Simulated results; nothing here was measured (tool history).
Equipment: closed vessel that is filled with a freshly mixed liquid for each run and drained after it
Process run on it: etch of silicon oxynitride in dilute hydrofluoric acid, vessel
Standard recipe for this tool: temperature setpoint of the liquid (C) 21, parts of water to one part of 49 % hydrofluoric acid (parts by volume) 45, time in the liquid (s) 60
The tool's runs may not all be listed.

run,hour,temperature setpoint of the liquid (C),parts of water to one part of 49 % hydrofluoric acid (parts by volume),time in the liquid (s),wafers since the last listed run,hours since the thermometer was replaced,hours since the hydrofluoric acid flow meter was replaced,hours since the gauge calibration,"read-back film thickness of the silicon oxynitride reference wafer, read on the same gauge (nm)",thickness taken off the silicon oxynitride on a monitor wafer (nm)
1,0,21,45,60,0,1605.8,537.2,1364.6,30.01,5.04
2,73.3,21,45,60,6061,1679.1,610.5,1437.9,29.99,4.99
3,121.3,21,45,60,3969,1727.1,658.5,1485.9,30.01,5.06
# hour 388.8: gauge calibrated
4,403.4,21,45,60,23328,2009.2,940.6,14.6,30.03,5.18
5,465,21,45,60,5093,2070.8,1002.2,76.2,30.04,5.17
6,529.4,21,45,60,5325,2135.2,1066.6,140.6,30.02,5.15
7,614.7,18.5,50,60,7053,2220.5,1151.9,225.9,30,4.12
# hour 641.6: hydrofluoric acid flow meter replaced
8,694.8,18.5,50,60,6541,2300.6,53.2,306,29.97,3.94
9,778,18.5,50,60,6880,2383.8,136.4,389.2,29.99,4.02
10,818,21,45,55,3307,2423.8,176.4,429.2,30,4.59
11,887.7,21,45,55,5763,2493.5,246.1,498.9,30.02,4.61
# hour 900.5: thermometer replaced
12,936,21,45,55,3911,35.5,294.4,547.2,30.03,4.42
13,982.9,21,45,60,3878,82.4,341.3,594.1,30,4.9
14,1136.5,21,45,60,12701,236,494.9,747.7,30.01,4.84
15,1186.9,21,25,90,4167,286.4,545.3,798.1,30.01,13.55
16,1239.4,21,45,60,4341,338.9,597.8,850.6,29.97,4.99
17,1292.8,21,45,60,4415,392.3,651.2,904,30.01,4.94
18,1342.8,21,45,60,4134,442.3,701.2,954,30,5.02
19,1456.5,21,45,60,9402,556,814.9,1067.7,30.01,4.94
20,1540.4,21,45,45,6938,639.9,898.8,1151.6,30.03,3.73
21,1602.1,22.5,55,40,5102,701.6,960.5,1213.3,30.01,2.92
# hour 1688.7: hydrofluoric acid flow meter replaced
22,1698.5,23,40,60,7889,798,9.8,1309.7,30,6.01
# hour 1768.6: gauge calibrated
23,1874.8,17,40,60,14579,974.3,186.1,106.2,29.99,4.42
24,1948.6,21,60,60,6102,1048.1,259.9,180,29.98,3.66
25,2007.7,21,45,60,4887,1107.2,319,239.1,30.03,4.97
26,2074,21,45,40,5482,1173.5,385.3,305.4,29.97,3.27
27,2153.4,17,45,30,6565,1252.9,464.7,384.8,29.97,2.06
28,2193.2,25.5,35,85,3291,1292.7,504.5,424.6,30.04,11.37
29,2261.7,21,30,60,5664,1361.2,573,493.1,30.01,7.58
30,2359.3,21,60,85,8070,1458.8,670.6,590.7,29.99,5.3
31,2438.3,24,40,95,6532,1537.8,749.6,669.7,30.03,10.55
32,2514.6,17,25,40,6309,1614.1,825.9,746,30,5.12
33,2581.3,22.5,60,85,5515,1680.8,892.6,812.7,30.01,5.76
# hour 2634.8: hydrofluoric acid flow meter replaced
34,2655.9,18.5,50,60,6086,1755.4,21.1,887.3,30.02,3.89

Some steps in thickness taken off the silicon oxynitride on a monitor wafer (nm), run to run, broken into two amounts with sign: the step expected even without the hidden condition (settings, incoming material, random variation), and the rest, left for the hidden condition together with whatever gauge scatter is not in both the measured and the hidden-condition-free result:
Unlogged tool condition in this case: liquid hotter than its thermometer reads (K); hydrofluoric acid flow above the setpoint (%); gauge reads high (%).
Run 14 -> 15: parts of water to one part of 49 % hydrofluoric acid (parts by volume) 45 -> 25, time in the liquid (s) 60 -> 90. thickness taken off the silicon oxynitride on a monitor wafer (nm) +8.71: hidden state +0.31, all else +8.4.
Run 15 -> 16: parts of water to one part of 49 % hydrofluoric acid (parts by volume) 25 -> 45, time in the liquid (s) 90 -> 60. thickness taken off the silicon oxynitride on a monitor wafer (nm) -8.56: hidden state -0.27, all else -8.29.
Run 27 -> 28: temperature setpoint of the liquid (C) 17 -> 25.5, parts of water to one part of 49 % hydrofluoric acid (parts by volume) 45 -> 35, time in the liquid (s) 30 -> 85. thickness taken off the silicon oxynitride on a monitor wafer (nm) +9.31: hidden state +0.49, all else +8.82.
Run 30 -> 31: temperature setpoint of the liquid (C) 21 -> 24, parts of water to one part of 49 % hydrofluoric acid (parts by volume) 60 -> 40, time in the liquid (s) 85 -> 95. thickness taken off the silicon oxynitride on a monitor wafer (nm) +5.25: hidden state +0.38, all else +4.87.
Run 31 -> 32: temperature setpoint of the liquid (C) 24 -> 17, parts of water to one part of 49 % hydrofluoric acid (parts by volume) 40 -> 25, time in the liquid (s) 95 -> 40. thickness taken off the silicon oxynitride on a monitor wafer (nm) -5.43: hidden state -0.34, all else -5.09.

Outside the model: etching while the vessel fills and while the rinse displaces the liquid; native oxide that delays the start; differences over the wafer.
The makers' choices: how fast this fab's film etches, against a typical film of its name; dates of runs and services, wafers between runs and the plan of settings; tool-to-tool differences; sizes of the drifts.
